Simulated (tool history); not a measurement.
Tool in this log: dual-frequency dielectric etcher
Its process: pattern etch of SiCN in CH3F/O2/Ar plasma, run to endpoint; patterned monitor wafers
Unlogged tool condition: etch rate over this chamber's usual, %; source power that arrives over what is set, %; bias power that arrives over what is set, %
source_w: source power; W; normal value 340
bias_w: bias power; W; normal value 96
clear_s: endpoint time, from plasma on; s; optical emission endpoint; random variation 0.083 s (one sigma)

run	hour	source_w	bias_w	wafers since the last listed run	hours since the last wet clean	hours since the last source power generator calibration	hours since the last bias power generator calibration	hours since the last upper electrode change	incoming incoming film thickness, nm	clear_s
1	0.0	360	96	0	251.5	2483.6	3014.9	4946.6	11.33	26.4
2	15.7	360	96	295	267.2	2499.3	3030.6	4962.3	11.36	26.4
3	25.0	340	109	175	276.5	2508.6	3039.9	4971.6	11.33	26.2
4	40.3	340	109	288	291.8	2523.9	3055.2	4986.9	11.34	26.4
# hour 72.6: bias power generator calibrated
5	82.2	340	109	713	333.7	2565.8	9.6	5028.8	11.37	26.2
6	98.8	340	96	312	350.3	2582.4	26.2	5045.4	11.27	27.0
7	111.1	340	96	231	362.6	2594.7	38.5	5057.7	11.37	26.8
# hour 137.1: wet clean of the chamber
8	137.6	340	96	47	0.5	2621.2	65.0	5084.2	11.37	27.9
9	138.0	340	107	7	0.9	2621.6	65.4	5084.6	11.32	27.2
10	143.2	340	107	97	6.1	2626.8	70.6	5089.8	11.26	26.9
11	156.7	340	96	254	19.6	2640.3	84.1	5103.3	11.28	27.7
12	174.3	340	96	331	37.2	2657.9	101.7	5120.9	11.27	27.5
13	187.7	310	108	252	50.6	2671.3	115.1	5134.3	11.41	28.5
14	205.5	260	87	335	68.4	2689.1	132.9	5152.1	11.35	33.0
15	216.2	310	96	201	79.1	2699.8	143.6	5162.8	11.24	28.8
# hour 246.3: upper electrode replaced
16	246.8	340	96	124	109.7	2730.4	174.2	0.5	11.28	27.5
17	247.1	410	117	5	110.0	2730.7	174.5	0.8	11.29	23.9
18	247.5	290	74	7	110.4	2731.1	174.9	1.2	11.33	31.7
19	256.1	390	110	161	119.0	2739.7	183.5	9.8	11.32	24.8
20	264.6	310	96	160	127.5	2748.2	192.0	18.3	11.24	28.6
# hour 285.0: source power generator calibrated
21	285.5	340	96	318	148.4	0.5	212.9	39.2	11.30	27.4
22	289.4	310	81	73	152.3	4.4	216.8	43.1	11.37	30.1
23	298.3	340	96	167	161.2	13.3	225.7	52.0	11.21	27.3
24	310.9	390	110	237	173.8	25.9	238.3	64.6	11.22	24.7
25	319.0	340	114	152	181.9	34.0	246.4	72.7	11.37	26.5
26	332.4	340	96	252	195.3	47.4	259.8	86.1	11.30	27.4

For run 27, what comes out?
27	349.6	290	78	323	212.5	64.6	277.0	103.3	11.26	?

Run 27 produced clear_s 31.0 s.
Were there no unlogged condition in the tool, this run, its random variation unchanged, would have produced clear_s 31.4 s.
